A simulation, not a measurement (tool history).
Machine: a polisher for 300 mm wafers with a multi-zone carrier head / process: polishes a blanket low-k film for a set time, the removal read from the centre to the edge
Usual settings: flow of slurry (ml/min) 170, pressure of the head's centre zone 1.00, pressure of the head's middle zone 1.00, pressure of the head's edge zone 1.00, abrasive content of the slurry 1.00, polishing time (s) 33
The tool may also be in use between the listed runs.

run	day	flow of slurry (ml/min)	pressure of the head's centre zone	pressure of the head's middle zone	pressure of the head's edge zone	abrasive content of the slurry	polishing time (s)	wafers since the last listed run	wafers polished on this pad	hours since the slurry nozzle was cleaned	hours since the centre zone pressure was calibrated	hours since the edge zone pressure was calibrated	hours since the carrier head's membrane was replaced	incoming thickness of the incoming film, nm	film removed at the wafer's centre (Å)	film removed at mid-radius (Å)	film removed at the wafer's edge (Å)
1	0.000	170	1.05	1.00	1.00	1.00	33	0	2992	457.5	370.0	453.6	274.1	371.9	89	89	88
# day 2.429: slurry nozzle cleaned
2	3.279	170	0.94	1.00	1.00	1.00	26	631	3623	20.4	448.7	532.3	352.8	371.2	59	71	69
# day 4.638: centre zone pressure recalibrated
# day 6.196: worn pad replaced by a new one
3	7.108	170	1.00	1.00	0.88	1.00	33	697	177	112.3	59.3	624.2	444.7	371.4	93	95	90
# day 11.208: edge zone pressure recalibrated
4	11.429	170	1.00	0.93	1.00	0.90	33	825	1003	216.0	163.0	5.3	548.4	369.3	87	82	91
5	14.671	170	0.94	0.90	1.00	1.10	33	631	1635	293.8	240.8	83.1	626.2	375.1	85	86	95
6	17.171	135	0.93	1.00	0.91	1.25	33	487	2122	353.8	300.8	143.1	686.2	362.2	83	94	92
7	19.596	170	0.91	1.00	1.00	1.00	33	472	2595	412.0	359.0	201.3	744.4	373.1	76	90	90
8	22.721	170	1.00	1.00	1.00	1.15	24	609	3204	487.0	434.0	276.3	819.4	368.6	62	67	68
# day 24.250: centre zone pressure recalibrated
9	25.008	140	1.00	0.91	0.92	0.90	33	429	3634	541.9	18.2	331.2	874.3	369.5	80	76	79
# day 26.075: slurry nozzle cleaned
# day 27.367: worn pad replaced by a new one
10	27.617	170	1.00	1.00	1.00	1.00	33	467	48	37.0	80.8	393.8	936.9	374.7	94	97	96
11	29.208	120	1.00	1.00	1.04	1.00	23	310	358	75.2	119.0	432.0	975.1	369.3	60	63	64
12	31.125	170	1.00	1.00	0.91	1.00	33	373	732	121.2	165.0	478.0	1021.1	368.2	90	96	93
13	33.342	170	1.00	1.00	1.00	1.00	33	432	1164	174.4	218.2	531.2	1074.3	363.3	89	92	94
# day 35.588: carrier head's membrane replaced by a new one
14	36.396	170	1.00	1.00	1.00	1.00	33	554	1719	247.7	291.5	604.5	19.4	367.8	87	93	93
15	40.804	170	1.00	1.00	1.05	1.00	26	859	2578	353.5	397.3	710.3	125.2	369.4	64	71	73
# day 43.850: edge zone pressure recalibrated
16	44.238	170	1.00	1.00	1.00	1.00	33	652	3231	435.9	479.7	9.3	207.6	372.8	80	89	89
# day 46.292: centre zone pressure recalibrated
17	47.908	170	1.00	1.08	1.00	0.75	33	699	3930	524.0	38.8	97.4	295.7	376.3	76	82	80
# day 47.971: slurry nozzle cleaned
18	49.567	140	1.00	1.00	0.92	1.00	30	315	4245	38.3	78.6	137.2	335.5	369.4	74	76	75
# day 51.362: worn pad replaced by a new one
19	54.000	170	1.00	1.00	1.00	0.75	33	831	513	144.7	185.0	243.6	441.9	372.1	83	86	86
20	58.162	170	1.03	1.00	1.00	1.00	33	811	1325	244.6	284.9	343.5	541.8	365.0	91	91	93

What if the next run were any one of these 5? Each begins from the tool's condition after run 20:
A	58.179	170	1.00	1.00	1.00	1.00	33	3	1328	245.0	285.3	343.9	542.2	366.8	?	?	?
B	58.179	170	1.00	1.00	1.00	1.00	45	3	1328	245.0	285.3	343.9	542.2	366.8	?	?	?
C	58.179	170	0.93	1.00	1.08	0.75	33	3	1328	245.0	285.3	343.9	542.2	366.8	?	?	?
D	58.179	135	0.97	1.00	0.92	1.00	33	3	1328	245.0	285.3	343.9	542.2	366.8	?	?	?
E	58.179	170	1.00	1.00	1.00	1.20	33	3	1328	245.0	285.3	343.9	542.2	366.8	?	?	?

run	film removed at the wafer's centre (Å)	film removed at mid-radius (Å)	film removed at the wafer's edge (Å)
A	88	93	97
B	120	126	132
C	74	84	91
D	82	89	90
E	93	98	102
Without the tool's hidden state the same runs would have given:
run	film removed at the wafer's centre (Å)	film removed at mid-radius (Å)	film removed at the wafer's edge (Å)
A	95	96	100
B	130	131	136
C	81	87	95
D	89	92	94
E	101	102	106
